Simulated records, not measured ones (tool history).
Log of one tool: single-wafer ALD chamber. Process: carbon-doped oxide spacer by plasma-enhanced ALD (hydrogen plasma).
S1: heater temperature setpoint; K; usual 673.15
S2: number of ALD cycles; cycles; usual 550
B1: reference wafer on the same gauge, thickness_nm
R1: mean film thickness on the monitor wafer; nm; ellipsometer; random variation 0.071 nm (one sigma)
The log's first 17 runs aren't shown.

| run | hour | S1 | S2 | B1 | R1 |
|---|---|---|---|---|---|
| 18 | 216.8 | 660.15 | 495 | 32.306 | 25.274 |
| 19 | 228.7 | 673.15 | 550 | 32.275 | 27.876 |
| 20 | 235.9 | 669.15 | 550 | 32.213 | 27.879 |
| 21 | 248.8 | 673.15 | 493 | 32.212 | 25.119 |
| 22 | 263.2 | 662.15 | 607 | 32.211 | 30.936 |
|  | 265.6 | gauge calibrated |
|  | 274.1 | thermocouple changed; heater temperature recalibrated |
| 23 | 274.6 | 686.15 | 452 | 32.564 | 22.480 |
| 24 | 289.9 | 685.15 | 465 | 32.562 | 23.080 |
| 25 | 300.1 | 673.15 | 550 | 32.588 | 28.346 |
| 26 | 313.6 | 687.15 | 614 | 32.620 | 30.291 |

Forecast run 27:
| 27 | 353.1 | 659.15 | 550 | ? | ? |

{"run 27": {"B1": 32.576, "R1": 28.343}}
Without the tool's hidden state the same run would have given R1 28.351 nm.
